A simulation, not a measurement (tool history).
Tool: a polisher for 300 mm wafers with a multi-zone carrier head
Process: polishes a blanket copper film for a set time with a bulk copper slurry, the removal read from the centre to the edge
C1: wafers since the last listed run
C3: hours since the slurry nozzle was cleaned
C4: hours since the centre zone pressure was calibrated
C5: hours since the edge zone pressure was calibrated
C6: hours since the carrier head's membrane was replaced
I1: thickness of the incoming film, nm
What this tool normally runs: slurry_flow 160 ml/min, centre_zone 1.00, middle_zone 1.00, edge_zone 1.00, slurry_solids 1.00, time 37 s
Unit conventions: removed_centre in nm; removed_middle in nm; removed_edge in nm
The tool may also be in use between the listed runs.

Run 1, hour 0.0: usual settings but edge_zone 0.93; C1 0; wafers polished on this pad 858; C3 268.9; C4 947.9; C5 922.3; C6 665.5; I1 2168.0. Result: removed_centre 186.3 nm, removed_middle 189.5 nm, removed_edge 174.3 nm.
At hour 8.2: slurry nozzle cleaned.
At hour 31.7: worn pad replaced by a new one.
Run 2, hour 35.7: usual settings but edge_zone 0.93; C1 254; wafers polished on this pad 33; C3 27.5; C4 983.6; C5 958.0; C6 701.2; I1 2220.5. Result: removed_centre 207.0 nm, removed_middle 207.1 nm, removed_edge 194.5 nm.
Run 3, hour 65.3: usual settings; C1 245; wafers polished on this pad 278; C3 57.1; C4 1013.2; C5 987.6; C6 730.8; I1 2167.3. Result: removed_centre 195.7 nm, removed_middle 198.0 nm, removed_edge 191.2 nm.
Run 4, hour 96.3: usual settings; C1 257; wafers polished on this pad 535; C3 88.1; C4 1044.2; C5 1018.6; C6 761.8; I1 2224.6. Result: removed_centre 186.9 nm, removed_middle 188.7 nm, removed_edge 183.0 nm.
At hour 159.9: worn pad replaced by a new one.
Run 5, hour 168.4: usual settings; C1 564; wafers polished on this pad 70; C3 160.2; C4 1116.3; C5 1090.7; C6 833.9; I1 2206.1. Result: removed_centre 204.2 nm, removed_middle 205.3 nm, removed_edge 199.3 nm.
At hour 224.7: carrier head's membrane replaced by a new one.
Run 6, hour 271.8: usual settings; C1 815; wafers polished on this pad 886; C3 263.6; C4 1219.7; C5 1194.1; C6 47.1; I1 2198.0. Result: removed_centre 184.6 nm, removed_middle 187.9 nm, removed_edge 182.0 nm.
At hour 290.0: worn pad replaced by a new one.
Run 7, hour 303.2: usual settings; C1 227; wafers polished on this pad 109; C3 295.0; C4 1251.1; C5 1225.5; C6 78.5; I1 2205.3. Result: removed_centre 199.1 nm, removed_middle 199.0 nm, removed_edge 197.9 nm.
At hour 334.7: slurry nozzle cleaned.
Run 8, hour 338.7: usual settings; C1 286; wafers polished on this pad 395; C3 4.0; C4 1286.6; C5 1261.0; C6 114.0; I1 2194.5. Result: removed_centre 190.2 nm, removed_middle 189.9 nm, removed_edge 186.2 nm.
At hour 354.1: centre zone pressure recalibrated.
At hour 355.3: edge zone pressure recalibrated.
Run 9, hour 358.6: usual settings; C1 138; wafers polished on this pad 533; C3 23.9; C4 4.5; C5 3.3; C6 133.9; I1 2205.1. Result: removed_centre 191.5 nm, removed_middle 183.4 nm, removed_edge 182.2 nm.
At hour 430.4: worn pad replaced by a new one.
Run 10, hour 430.8: usual settings but slurry_flow 180 ml/min, centre_zone 1.05, edge_zone 1.06; C1 565; wafers polished on this pad 3; C3 96.1; C4 76.7; C5 75.5; C6 206.1; I1 2228.0. Result: removed_centre 223.6 nm, removed_middle 213.1 nm, removed_edge 213.7 nm.
Run 11, hour 449.5: usual settings but middle_zone 0.95; C1 155; wafers polished on this pad 158; C3 114.8; C4 95.4; C5 94.2; C6 224.8; I1 2185.1. Result: removed_centre 203.6 nm, removed_middle 193.1 nm, removed_edge 193.0 nm.
Run 12, hour 472.0: usual settings but time 24 s; C1 186; wafers polished on this pad 344; C3 137.3; C4 117.9; C5 116.7; C6 247.3; I1 2205.8. Result: removed_centre 126.1 nm, removed_middle 125.5 nm, removed_edge 122.4 nm.
Run 13, hour 506.8: usual settings but slurry_flow 190 ml/min, centre_zone 1.03, slurry_solids 0.80, time 43 s; C1 288; wafers polished on this pad 633; C3 172.1; C4 152.7; C5 151.5; C6 282.1; I1 2204.9. Result: removed_centre 211.4 nm, removed_middle 210.2 nm, removed_edge 199.9 nm.
Run 14, hour 523.6: usual settings; C1 139; wafers polished on this pad 772; C3 188.9; C4 169.5; C5 168.3; C6 298.9; I1 2190.0. Result: removed_centre 183.3 nm, removed_middle 187.3 nm, removed_edge 179.6 nm.
Run 15, hour 539.7: usual settings but centre_zone 1.10, edge_zone 1.05, time 32 s; C1 133; wafers polished on this pad 906; C3 205.0; C4 185.6; C5 184.4; C6 315.0; I1 2207.0. Result: removed_centre 169.6 nm, removed_middle 161.3 nm, removed_edge 157.8 nm.

Alternative continuations, all from the tool just after run 15; predict every row:
Run A, hour 540.1: usual settings; C1 0; wafers polished on this pad 907; C3 205.4; C4 186.0; C5 184.8; C6 315.4; I1 2219.5. Result: removed_centre ?, removed_middle ?, removed_edge ?.
Run B, hour 540.1: usual settings but centre_zone 0.95, slurry_solids 1.25; C1 0; wafers polished on this pad 907; C3 205.4; C4 186.0; C5 184.8; C6 315.4; I1 2219.5. Result: removed_centre ?, removed_middle ?, removed_edge ?.
Run C, hour 540.1: usual settings but middle_zone 0.96; C1 0; wafers polished on this pad 907; C3 205.4; C4 186.0; C5 184.8; C6 315.4; I1 2219.5. Result: removed_centre ?, removed_middle ?, removed_edge ?.
Run D, hour 540.1: usual settings but slurry_flow 210 ml/min; C1 0; wafers polished on this pad 907; C3 205.4; C4 186.0; C5 184.8; C6 315.4; I1 2219.5. Result: removed_centre ?, removed_middle ?, removed_edge ?.

run  removed_centre  removed_middle  removed_edge
  A           187.5           183.5         179.9
  B           192.3           196.1         192.3
  C           187.5           177.3         180.0
  D           196.4           191.2         185.5
Without the tool's unlogged condition, the same runs would have read:
run  removed_centre  removed_middle  removed_edge
  A           214.5           209.8         205.8
  B           219.9           224.3         219.9
  C           214.4           202.8         205.9
  D           224.6           218.7         212.1
